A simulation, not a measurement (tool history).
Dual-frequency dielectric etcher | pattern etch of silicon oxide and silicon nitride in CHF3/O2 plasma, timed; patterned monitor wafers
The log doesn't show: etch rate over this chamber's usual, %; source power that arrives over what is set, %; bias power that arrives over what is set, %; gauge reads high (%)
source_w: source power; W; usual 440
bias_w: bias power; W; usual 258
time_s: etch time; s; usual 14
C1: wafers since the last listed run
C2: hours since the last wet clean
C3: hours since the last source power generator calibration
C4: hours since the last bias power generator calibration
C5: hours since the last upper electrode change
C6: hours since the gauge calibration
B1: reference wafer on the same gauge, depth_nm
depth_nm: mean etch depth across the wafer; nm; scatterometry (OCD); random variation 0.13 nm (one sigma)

run 1 hour=0 | source_w=440 bias_w=258 time_s=11 | C1=0 C2=276.8 C3=3666.2 C4=1619.5 C5=4521.1 C6=1006.3 | B1=25.87 | depth_nm=18.6
run 2 hour=18.4 | source_w=440 bias_w=258 time_s=14 | C1=164 C2=295.2 C3=3684.6 C4=1637.9 C5=4539.5 C6=1024.7 | B1=25.88 | depth_nm=23.61
run 3 hour=36.1 | source_w=440 bias_w=258 time_s=13 | C1=158 C2=312.9 C3=3702.3 C4=1655.6 C5=4557.2 C6=1042.4 | B1=25.91 | depth_nm=22.09
run 4 hour=66.5 | source_w=440 bias_w=258 time_s=13 | C1=271 C2=343.3 C3=3732.7 C4=1686 C5=4587.6 C6=1072.8 | B1=25.88 | depth_nm=22.05
run 5 hour=81.8 | source_w=440 bias_w=258 time_s=13 | C1=136 C2=358.6 C3=3748 C4=1701.3 C5=4602.9 C6=1088.1 | B1=25.86 | depth_nm=21.82
run 6 hour=100.1 | source_w=440 bias_w=210 time_s=14 | C1=163 C2=376.9 C3=3766.3 C4=1719.6 C5=4621.2 C6=1106.4 | B1=25.91 | depth_nm=22.27
-- hour=123.5 gauge calibrated
-- hour=134.6 wet clean of the chamber
run 7 hour=135.1 | source_w=440 bias_w=210 time_s=14 | C1=98 C2=0.5 C3=3801.3 C4=1754.6 C5=4656.2 C6=11.6 | B1=25.93 | depth_nm=22.59
run 8 hour=143 | source_w=440 bias_w=210 time_s=14 | C1=70 C2=8.4 C3=3809.2 C4=1762.5 C5=4664.1 C6=19.5 | B1=25.87 | depth_nm=22.45
run 9 hour=171.2 | source_w=440 bias_w=241 time_s=14 | C1=251 C2=36.6 C3=3837.4 C4=1790.7 C5=4692.3 C6=47.7 | B1=25.88 | depth_nm=23.69
-- hour=191 bias power generator calibrated
run 10 hour=193.1 | source_w=440 bias_w=241 time_s=14 | C1=159 C2=58.5 C3=3859.3 C4=2.1 C5=4714.2 C6=69.6 | B1=25.89 | depth_nm=23.52
run 11 hour=222.5 | source_w=490 bias_w=258 time_s=16.5 | C1=262 C2=87.9 C3=3888.7 C4=31.5 C5=4743.6 C6=99 | B1=25.89 | depth_nm=29.5
run 12 hour=235.7 | source_w=490 bias_w=258 time_s=16.5 | C1=117 C2=101.1 C3=3901.9 C4=44.7 C5=4756.8 C6=112.2 | B1=25.91 | depth_nm=29.34
run 13 hour=261.9 | source_w=490 bias_w=258 time_s=16.5 | C1=234 C2=127.3 C3=3928.1 C4=70.9 C5=4783 C6=138.4 | B1=25.9 | depth_nm=29.33
run 14 hour=295.4 | source_w=360 bias_w=258 time_s=11.5 | C1=299 C2=160.8 C3=3961.6 C4=104.4 C5=4816.5 C6=171.9 | B1=25.96 | depth_nm=18.38
run 15 hour=330.1 | source_w=510 bias_w=258 time_s=13 | C1=310 C2=195.5 C3=3996.3 C4=139.1 C5=4851.2 C6=206.6 | B1=25.99 | depth_nm=23.12
run 16 hour=345.4 | source_w=440 bias_w=301 time_s=17.5 | C1=136 C2=210.8 C3=4011.6 C4=154.4 C5=4866.5 C6=221.9 | B1=25.9 | depth_nm=31.22
run 17 hour=365.4 | source_w=390 bias_w=302 time_s=10.5 | C1=178 C2=230.8 C3=4031.6 C4=174.4 C5=4886.5 C6=241.9 | B1=25.83 | depth_nm=18.05
run 18 hour=384.7 | source_w=440 bias_w=258 time_s=14 | C1=172 C2=250.1 C3=4050.9 C4=193.7 C5=4905.8 C6=261.2 | B1=25.89 | depth_nm=23.68
-- hour=418.2 upper electrode replaced
run 19 hour=418.7 | source_w=390 bias_w=258 time_s=14 | C1=89 C2=284.1 C3=4084.9 C4=227.7 C5=0.5 C6=295.2 | B1=25.92 | depth_nm=22.63
run 20 hour=430.9 | source_w=360 bias_w=258 time_s=11 | C1=109 C2=296.3 C3=4097.1 C4=239.9 C5=12.7 C6=307.4 | B1=25.87 | depth_nm=17.15
-- hour=453.2 source power generator calibrated
run 21 hour=453.7 | source_w=380 bias_w=258 time_s=12.5 | C1=167 C2=319.1 C3=0.5 C4=262.7 C5=35.5 C6=330.2 | B1=25.89 | depth_nm=19.91
-- hour=490 wet clean of the chamber
run 22 hour=490.5 | source_w=440 bias_w=258 time_s=14 | C1=114 C2=0.5 C3=37.3 C4=299.5 C5=72.3 C6=367 | B1=25.9 | depth_nm=24.11
run 23 hour=519.1 | source_w=440 bias_w=236 time_s=11 | C1=255 C2=29.1 C3=65.9 C4=328.1 C5=100.9 C6=395.6 | B1=25.93 | depth_nm=18.62
run 24 hour=551.3 | source_w=500 bias_w=228 time_s=10 | C1=287 C2=61.3 C3=98.1 C4=360.3 C5=133.1 C6=427.8 | B1=25.93 | depth_nm=17.28
run 25 hour=612.7 | source_w=440 bias_w=258 time_s=14 | C1=548 C2=122.7 C3=159.5 C4=421.7 C5=194.5 C6=489.2 | B1=25.96 | depth_nm=24.1
run 26 hour=627.8 | source_w=440 bias_w=258 time_s=15 | C1=134 C2=137.8 C3=174.6 C4=436.8 C5=209.6 C6=504.3 | B1=25.92 | depth_nm=25.91
run 27 hour=654.8 | source_w=440 bias_w=258 time_s=11.5 | C1=241 C2=164.8 C3=201.6 C4=463.8 C5=236.6 C6=531.3 | B1=25.92 | depth_nm=19.56
run 28 hour=669.5 | source_w=440 bias_w=215 time_s=12.5 | C1=131 C2=179.5 C3=216.3 C4=478.5 C5=251.3 C6=546 | B1=25.89 | depth_nm=20.19
run 29 hour=686.4 | source_w=470 bias_w=215 time_s=11.5 | C1=151 C2=196.4 C3=233.2 C4=495.4 C5=268.2 C6=562.9 | B1=25.9 | depth_nm=19.19
run 30 hour=721 | source_w=370 bias_w=209 time_s=10 | C1=309 C2=231 C3=267.8 C4=530 C5=302.8 C6=597.5 | B1=25.91 | depth_nm=15.06

How the hidden state differs across the entries between the runs, from the last listed run before each to the first after it:
Between runs 6 and 7: gauge calibrated (hour 123.5); wet clean of the chamber (hour 134.6)
  etch rate over this chamber's usual, %: -2.76 -> -0.261
  measured less the result without the state, depth_nm: -0.63 -> -0.06 nm
Between runs 9 and 10: bias power generator calibrated (hour 191)
  etch rate over this chamber's usual, %: -0.494 -> -0.635
  measured less the result without the state, depth_nm: -0.12 -> -0.15 nm
Between runs 18 and 19: upper electrode replaced (hour 418.2)
  etch rate over this chamber's usual, %: -1.87 -> -2.09
  measured less the result without the state, depth_nm: -0.45 -> -0.48 nm
Between runs 20 and 21: source power generator calibrated (hour 453.2)
  etch rate over this chamber's usual, %: -2.17 -> -2.32
  measured less the result without the state, depth_nm: -0.39 -> -0.48 nm
Between runs 21 and 22: wet clean of the chamber (hour 490)
  etch rate over this chamber's usual, %: -2.32 -> 0.0187
  measured less the result without the state, depth_nm: -0.48 -> +0.01 nm
